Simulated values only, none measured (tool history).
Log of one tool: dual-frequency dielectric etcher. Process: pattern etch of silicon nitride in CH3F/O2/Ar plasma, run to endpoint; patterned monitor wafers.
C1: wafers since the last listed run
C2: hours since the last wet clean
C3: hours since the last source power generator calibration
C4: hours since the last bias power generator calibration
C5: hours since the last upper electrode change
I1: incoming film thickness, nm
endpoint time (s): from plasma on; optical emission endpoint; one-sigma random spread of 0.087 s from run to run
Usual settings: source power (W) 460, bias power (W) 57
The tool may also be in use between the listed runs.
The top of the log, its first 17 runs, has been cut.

{"run": 18, "day": 7.875, "source power (W)": 400, "bias power (W)": 50, "C1": 189, "C2": 197.8, "C3": 2492.8, "C4": 179.7, "C5": 52.5, "I1": 20.58, "endpoint time (s)": 31.5}
{"run": 19, "day": 8.504, "source power (W)": 460, "bias power (W)": 57, "C1": 230, "C2": 212.9, "C3": 2507.9, "C4": 194.8, "C5": 67.6, "I1": 20.22, "endpoint time (s)": 28.5}
{"run": 20, "day": 8.788, "source power (W)": 460, "bias power (W)": 57, "C1": 103, "C2": 219.7, "C3": 2514.7, "C4": 201.6, "C5": 74.4, "I1": 20.43, "endpoint time (s)": 28.7}
{"run": 21, "day": 9.279, "source power (W)": 490, "bias power (W)": 64, "C1": 180, "C2": 231.5, "C3": 2526.5, "C4": 213.4, "C5": 86.2, "I1": 20.33, "endpoint time (s)": 27}
{"run": 22, "day": 9.654, "source power (W)": 540, "bias power (W)": 44, "C1": 137, "C2": 240.5, "C3": 2535.5, "C4": 222.4, "C5": 95.2, "I1": 20.27, "endpoint time (s)": 30.4}
{"day": 9.912, "done": "source power generator calibrated"}
{"run": 23, "day": 10.212, "source power (W)": 500, "bias power (W)": 45, "C1": 143, "C2": 253.9, "C3": 7.2, "C4": 235.8, "C5": 108.6, "I1": 19.95, "endpoint time (s)": 30.1}
{"run": 24, "day": 10.596, "source power (W)": 560, "bias power (W)": 53, "C1": 140, "C2": 263.1, "C3": 16.4, "C4": 245, "C5": 117.8, "I1": 20.06, "endpoint time (s)": 27.7}
{"run": 25, "day": 11.188, "source power (W)": 390, "bias power (W)": 57, "C1": 216, "C2": 277.3, "C3": 30.6, "C4": 259.2, "C5": 132, "I1": 20.28, "endpoint time (s)": 29.6}
{"run": 26, "day": 11.588, "source power (W)": 460, "bias power (W)": 57, "C1": 146, "C2": 286.9, "C3": 40.2, "C4": 268.8, "C5": 141.6, "I1": 20.43, "endpoint time (s)": 28.8}
{"run": 27, "day": 11.888, "source power (W)": 540, "bias power (W)": 52, "C1": 109, "C2": 294.1, "C3": 47.4, "C4": 276, "C5": 148.8, "I1": 20.29, "endpoint time (s)": 28.3}
{"run": 28, "day": 12.196, "source power (W)": 460, "bias power (W)": 57, "C1": 112, "C2": 301.5, "C3": 54.8, "C4": 283.4, "C5": 156.2, "I1": 20.39, "endpoint time (s)": 28.5}
{"run": 29, "day": 12.692, "source power (W)": 550, "bias power (W)": 51, "C1": 181, "C2": 313.4, "C3": 66.7, "C4": 295.3, "C5": 168.1, "I1": 20.35, "endpoint time (s)": 28.6}
{"run": 30, "day": 13.088, "source power (W)": 500, "bias power (W)": 51, "C1": 144, "C2": 322.9, "C3": 76.2, "C4": 304.8, "C5": 177.6, "I1": 20.44, "endpoint time (s)": 29.2}
{"run": 31, "day": 13.838, "source power (W)": 460, "bias power (W)": 68, "C1": 274, "C2": 340.9, "C3": 94.2, "C4": 322.8, "C5": 195.6, "I1": 20.21, "endpoint time (s)": 26.6}
{"run": 32, "day": 14.112, "source power (W)": 410, "bias power (W)": 52, "C1": 100, "C2": 347.5, "C3": 100.8, "C4": 329.4, "C5": 202.2, "I1": 20.34, "endpoint time (s)": 30.2}
{"run": 33, "day": 14.833, "source power (W)": 550, "bias power (W)": 64, "C1": 264, "C2": 364.8, "C3": 118.1, "C4": 346.7, "C5": 219.5, "I1": 20.11, "endpoint time (s)": 26}
{"run": 34, "day": 15.496, "source power (W)": 460, "bias power (W)": 57, "C1": 242, "C2": 380.7, "C3": 134, "C4": 362.6, "C5": 235.4, "I1": 20.26, "endpoint time (s)": 28.4}
{"run": 35, "day": 16.221, "source power (W)": 430, "bias power (W)": 53, "C1": 265, "C2": 398.1, "C3": 151.4, "C4": 380, "C5": 252.8, "I1": 20.17, "endpoint time (s)": 29.4}

Below are 4 alternative next runs, each starting from the tool's condition after run 35. Predict each:
{"run": "A", "day": 16.238, "source power (W)": 550, "bias power (W)": 57, "C1": 6, "C2": 398.5, "C3": 151.8, "C4": 380.4, "C5": 253.2, "I1": 20.24, "endpoint time (s)": "?"}
{"run": "B", "day": 16.238, "source power (W)": 500, "bias power (W)": 61, "C1": 6, "C2": 398.5, "C3": 151.8, "C4": 380.4, "C5": 253.2, "I1": 20.24, "endpoint time (s)": "?"}
{"run": "C", "day": 16.238, "source power (W)": 390, "bias power (W)": 71, "C1": 6, "C2": 398.5, "C3": 151.8, "C4": 380.4, "C5": 253.2, "I1": 20.24, "endpoint time (s)": "?"}
{"run": "D", "day": 16.238, "source power (W)": 370, "bias power (W)": 57, "C1": 6, "C2": 398.5, "C3": 151.8, "C4": 380.4, "C5": 253.2, "I1": 20.24, "endpoint time (s)": "?"}

run=A endpoint_time_(s)=27.3
run=B endpoint_time_(s)=27.3
run=C endpoint_time_(s)=27.2
run=D endpoint_time_(s)=29.9
The same runs, with their run-to-run variation unchanged, on a tool lacking any hidden condition would have given:
run=A endpoint_time_(s)=27.8
run=B endpoint_time_(s)=27.7
run=C endpoint_time_(s)=27.6
run=D endpoint_time_(s)=30.4

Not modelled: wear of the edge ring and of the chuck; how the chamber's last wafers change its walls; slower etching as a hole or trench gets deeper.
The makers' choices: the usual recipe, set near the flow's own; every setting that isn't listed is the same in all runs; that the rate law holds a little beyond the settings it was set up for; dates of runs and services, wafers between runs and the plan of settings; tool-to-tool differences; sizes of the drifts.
